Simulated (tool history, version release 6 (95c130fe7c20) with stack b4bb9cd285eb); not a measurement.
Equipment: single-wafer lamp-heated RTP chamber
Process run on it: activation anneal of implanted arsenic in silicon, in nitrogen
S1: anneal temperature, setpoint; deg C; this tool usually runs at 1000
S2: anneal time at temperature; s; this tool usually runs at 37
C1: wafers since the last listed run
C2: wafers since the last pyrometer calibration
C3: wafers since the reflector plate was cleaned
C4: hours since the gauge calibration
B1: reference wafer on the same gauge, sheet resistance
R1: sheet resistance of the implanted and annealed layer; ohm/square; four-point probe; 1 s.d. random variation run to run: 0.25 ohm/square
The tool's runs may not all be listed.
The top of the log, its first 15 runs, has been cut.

run   hour    S1  S2   C1    C2     C3      C4      B1      R1
 16  361.2  1000  37  258   755   9731   986.4     132   110.4
 17    387   992  19  415  1170  10146  1012.2     132  128.45
     407.1  -- gauge calibrated
     427.4  -- reflector plate cleaned
 18  427.9  1000  53  529  1699      7    20.8   129.8  101.95
 19  432.5   974  43   73  1773     81    25.4  129.91   122.3
 20  453.9   980  37  344  2117    425    46.8  130.03  121.65
 21  477.2  1000  37  374  2492    800    70.1  130.09  108.97
 22    497   982  37  318  2810   1119    89.9  130.27  120.18
       534  -- pyrometer window cleaned and pyrometer calibrated
 23  534.5  1000  37  474     7   1593   127.4  130.39  109.14
 24    543   974  43  136   144   1730   135.9  130.43  122.76
 25    566   988  21  369   514   2100   158.9  130.51  127.81
 26  600.3   977  37  551  1066   2651   193.2  130.69  123.54
 27    617   982  56  268  1334   2920   209.9   130.7  112.06
 28  649.9  1000  37  529  1864   3449   242.8  130.78  109.73
 29  673.5  1026  50  379  2243   3829   266.4  130.92   93.17
 30  703.8  1020  48  487  2731   4316   296.7  131.09   95.67
 31  725.4  1016  56  347  3078   4664   318.3  131.02   95.22
 32  745.7  1016  17  326  3405   4990   338.6  131.11  115.75
     754.3  -- pyrometer window cleaned and pyrometer calibrated
 33    767  1000  37  213   203   5204   359.9  131.21  109.68
 34  793.7  1020  48  429   633   5634   386.6  131.23   96.38
 35  806.4  1014  37  204   837   5838   399.3  131.22  102.84
 36  834.1  1000  37  445  1283   6284     427  131.33  110.01

Run 37, settings as shown, results not yet in. Your forecast:
 37   853  1008  37  304  1587  6588  445.9   ?   ?

Run 37 yielded B1 131.38, R1 106.07 ohm/square.
If the tool had no hidden condition, the same run with the same run-to-run variation would have returned R1 104.97 ohm/square.
